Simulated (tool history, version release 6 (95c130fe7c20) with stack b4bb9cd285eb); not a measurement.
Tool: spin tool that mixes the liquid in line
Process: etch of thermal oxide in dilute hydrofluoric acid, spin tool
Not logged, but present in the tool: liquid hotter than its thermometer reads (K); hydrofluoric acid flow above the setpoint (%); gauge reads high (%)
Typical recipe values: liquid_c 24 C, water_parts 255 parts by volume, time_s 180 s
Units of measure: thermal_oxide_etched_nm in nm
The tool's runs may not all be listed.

run    hour  liquid_c  water_parts  time_s  wafers since the last listed run  hours since the thermometer was replaced  hours since the hydrofluoric acid flow meter was replaced  hours since the gauge calibration  read-back film thickness of the thermal oxide reference wafer, read on the same gauge (nm)  thermal_oxide_etched_nm
  1       0        24          255     245                                 0                                    1894.3                                                      396.4                              607.7                                                                                     110.023                    4.246
  2    40.3        24          255     245                               380                                    1934.6                                                      436.7                                648                                                                                     109.997                    4.339
  3    81.5        24          255     245                               388                                    1975.8                                                      477.9                              689.2                                                                                     109.947                    4.302
  4   127.3        24          255     180                               432                                    2021.6                                                      523.7                                735                                                                                     110.018                    3.159
  5     163        24          255     180                               337                                    2057.3                                                      559.4                              770.7                                                                                     110.011                    3.217
  6   228.8        24          255     180                               621                                    2123.1                                                      625.2                              836.5                                                                                     109.996                    3.193
  7   256.8        24          210     180                               264                                    2151.1                                                      653.2                              864.5                                                                                     110.005                    4.105
  8   294.9        24          210     180                               359                                    2189.2                                                      691.3                              902.6                                                                                     109.982                    4.108
  9   349.4      22.5          255     180                               514                                    2243.7                                                      745.8                              957.1                                                                                     109.986                    3.055
 10   382.5      22.5          255     180                               312                                    2276.8                                                      778.9                              990.2                                                                                     110.008                    3.106
 11   437.9      26.5          255     180                               523                                    2332.2                                                      834.3                             1045.6                                                                                     109.982                    3.599
 12   619.9        27          255     180                              1718                                    2514.2                                                     1016.3                             1227.6                                                                                     110.004                     3.74
 13   645.6        27          255     180                               242                                    2539.9                                                       1042                             1253.3                                                                                     110.023                    3.739
      668.7  -- hydrofluoric acid flow meter replaced
      671.3  -- thermometer replaced
 14   695.7        24          325     180                               454                                      24.4                                                         27                             1303.4                                                                                     110.038                    2.123
 15   752.3        24          370     180                               534                                        81                                                       83.6                               1360                                                                                     109.993                    1.777
      768.4  -- gauge calibrated
 16     803      26.5          370     235                               478                                     131.7                                                      134.3                               34.6                                                                                     110.024                     2.56
 17   841.5        28          255     180                               363                                     170.2                                                      172.8                               73.1                                                                                     110.005                     3.37
 18   869.6      19.5          255     180                               265                                     198.3                                                      200.9                              101.2                                                                                     110.003                    2.518
 19   977.1        24          255     180                              1014                                     305.8                                                      308.4                              208.7                                                                                     109.982                    3.024
 20  1044.9        24          255     180                               640                                     373.6                                                      376.2                              276.5                                                                                     109.963                    3.022
 21  1115.5        24          295     180                               666                                     444.2                                                      446.8                              347.1                                                                                     110.009                    2.532
 22  1177.1      20.5          300     180                               581                                     505.8                                                      508.4                              408.7                                                                                     110.015                    2.168
 23  1202.3      19.5          140     140                               237                                       531                                                      533.6                              433.9                                                                                     110.001                    4.117
 24  1245.9      28.5          305     180                               411                                     574.6                                                      577.2                              477.5                                                                                     109.999                    2.842
 25  1283.7        24          255     135                               356                                     612.4                                                        615                              515.3                                                                                     109.998                    2.307
 26  1327.2        22          210      85                               410                                     655.9                                                      658.5                              558.8                                                                                     110.015                    1.724

Forecast each of these 3 alternatives for the next run:
  A  1327.7        24          255     180                                 4                                     656.4                                                        659                              559.3                                                                                           ?                        ?
  B  1327.7      25.5          385     215                                 4                                     656.4                                                        659                              559.3                                                                                           ?                        ?
  C  1327.7        26          365     265                                 4                                     656.4                                                        659                              559.3                                                                                           ?                        ?

run  read-back film thickness of the thermal oxide reference wafer, read on the same gauge (nm)  thermal_oxide_etched_nm
  A                                                                                     109.968                    3.041
  B                                                                                     109.968                    2.237
  C                                                                                     109.968                    3.011
Had the tool no hidden state, the same runs would have come out as:
run  thermal_oxide_etched_nm
  A                    2.762
  B                    2.027
  C                    2.729
